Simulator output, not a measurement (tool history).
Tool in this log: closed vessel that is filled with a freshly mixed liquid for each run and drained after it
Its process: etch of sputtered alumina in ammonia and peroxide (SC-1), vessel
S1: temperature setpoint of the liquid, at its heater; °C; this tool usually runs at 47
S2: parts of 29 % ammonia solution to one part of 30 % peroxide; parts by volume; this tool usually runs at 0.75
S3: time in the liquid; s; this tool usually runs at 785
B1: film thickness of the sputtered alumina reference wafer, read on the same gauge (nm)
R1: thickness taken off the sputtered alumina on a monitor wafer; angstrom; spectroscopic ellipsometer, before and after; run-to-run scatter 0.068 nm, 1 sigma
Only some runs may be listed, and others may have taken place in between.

{"run": 1, "hour": 0.0, "S1": 47, "S2": 0.75, "S3": 785, "B1": 49.99, "R1": 277.1}
{"run": 2, "hour": 95.7, "S1": 47, "S2": 0.75, "S3": 785, "B1": 50, "R1": 276.3}
{"run": 3, "hour": 156.3, "S1": 47, "S2": 0.75, "S3": 665, "B1": 50, "R1": 234.6}
{"run": 4, "hour": 247.4, "S1": 47, "S2": 0.75, "S3": 665, "B1": 50.01, "R1": 233.8}
{"run": 5, "hour": 307.2, "S1": 47, "S2": 0.75, "S3": 785, "B1": 50.01, "R1": 276.3}
{"run": 6, "hour": 394.3, "S1": 47, "S2": 0.75, "S3": 785, "B1": 50.02, "R1": 276.1}
{"run": 7, "hour": 498.3, "S1": 47, "S2": 0.75, "S3": 785, "B1": 50.01, "R1": 280.2}
{"run": 8, "hour": 581.6, "S1": 52, "S2": 0.75, "S3": 1040, "B1": 50.01, "R1": 490.3}
{"run": 9, "hour": 666.3, "S1": 52, "S2": 0.75, "S3": 1040, "B1": 50.03, "R1": 488}
{"run": 10, "hour": 702.8, "S1": 47, "S2": 0.75, "S3": 785, "B1": 50, "R1": 279.3}
{"run": 11, "hour": 740.5, "S1": 50.5, "S2": 0.4, "S3": 785, "B1": 49.99, "R1": 320.4}
{"run": 12, "hour": 831.9, "S1": 47, "S2": 0.95, "S3": 635, "B1": 49.98, "R1": 231.8}
{"run": 13, "hour": 939.0, "S1": 55.5, "S2": 0.65, "S3": 1060, "B1": 49.99, "R1": 589.4}
{"run": 14, "hour": 1023.5, "S1": 47, "S2": 0.75, "S3": 785, "B1": 49.99, "R1": 278}
{"run": 15, "hour": 1124.4, "S1": 47, "S2": 0.75, "S3": 1100, "B1": 49.99, "R1": 390.3}
{"run": 16, "hour": 1224.6, "S1": 47, "S2": 0.45, "S3": 990, "B1": 50, "R1": 337.9}
{"run": 17, "hour": 1297.9, "S1": 51.5, "S2": 1.05, "S3": 785, "B1": 50, "R1": 368.6}
{"run": 18, "hour": 1387.5, "S1": 39.5, "S2": 0.95, "S3": 380, "B1": 50.01, "R1": 89.1}
{"run": 19, "hour": 1465.5, "S1": 47, "S2": 0.75, "S3": 785, "B1": 50.01, "R1": 277}
{"run": 20, "hour": 1567.9, "S1": 47, "S2": 0.75, "S3": 1065, "B1": 49.99, "R1": 375.7}
{"run": 21, "hour": 1616.5, "S1": 43.5, "S2": 0.5, "S3": 1035, "B1": 49.99, "R1": 288.7}
{"run": 22, "hour": 1668.5, "S1": 40.5, "S2": 0.75, "S3": 785, "B1": 49.99, "R1": 190.9}
{"run": 23, "hour": 1721.8, "S1": 47, "S2": 0.75, "S3": 1090, "B1": 50.03, "R1": 383.5}
{"run": 24, "hour": 1767.4, "S1": 47, "S2": 0.75, "S3": 785, "B1": 50.02, "R1": 276.8}
{"run": 25, "hour": 1825.2, "S1": 47, "S2": 0.55, "S3": 785, "B1": 50.03, "R1": 268.9}
{"run": 26, "hour": 1865.6, "S1": 47, "S2": 0.5, "S3": 785, "B1": 50.01, "R1": 268.7}
{"run": 27, "hour": 1915.2, "S1": 47, "S2": 0.75, "S3": 930, "B1": 50, "R1": 331.7}
{"run": 28, "hour": 1990.8, "S1": 47, "S2": 0.75, "S3": 550, "B1": 50, "R1": 196.5}
{"run": 29, "hour": 2086.4, "S1": 47, "S2": 0.75, "S3": 785, "B1": 50.02, "R1": 278.7}

Taken out of this log: 6 entries between the listed runs. Where each belongs, and how the hidden state differs across it:
Between runs 6 and 7: new drum of ammonia solution connected (hour 454.2)
  ammonia flow above the setpoint (%): 6.69 -> 7.44; ammonia solution weaker than its label (%): 13.7 -> 0.732
  difference, measured minus the result without the unlogged condition, R1: -2.2 -> +1.8 angstrom
Between runs 9 and 10: thermometer replaced (hour 686.6)
  ammonia flow above the setpoint (%): 8.65 -> 8.91; ammonia solution weaker than its label (%): 3.42 -> 4
  difference, measured minus the result without the unlogged condition, R1: +2.3 -> +1.2 angstrom
Between runs 15 and 16: new drum of ammonia solution connected (hour 1147.2)
  ammonia flow above the setpoint (%): 11.9 -> 12.7; ammonia solution weaker than its label (%): 10.7 -> 1.72
  difference, measured minus the result without the unlogged condition, R1: +0 -> +3.3 angstrom
Between runs 16 and 17: ammonia flow meter replaced (hour 1276.7)
  ammonia flow above the setpoint (%): 12.7 -> 1.67; ammonia solution weaker than its label (%): 1.72 -> 2.89
  difference, measured minus the result without the unlogged condition, R1: +3.3 -> -0.4 angstrom
Between runs 17 and 18: gauge calibrated (hour 1303.8)
  ammonia flow above the setpoint (%): 1.67 -> 2.31; ammonia solution weaker than its label (%): 2.89 -> 4.33
  difference, measured minus the result without the unlogged condition, R1: -0.4 -> -0.2 angstrom
Between runs 25 and 26: new drum of ammonia solution connected (hour 1851.7)
  ammonia flow above the setpoint (%): 5.47 -> 5.76; ammonia solution weaker than its label (%): 11.3 -> 0.437
  difference, measured minus the result without the unlogged condition, R1: -1.7 -> +1.3 angstrom
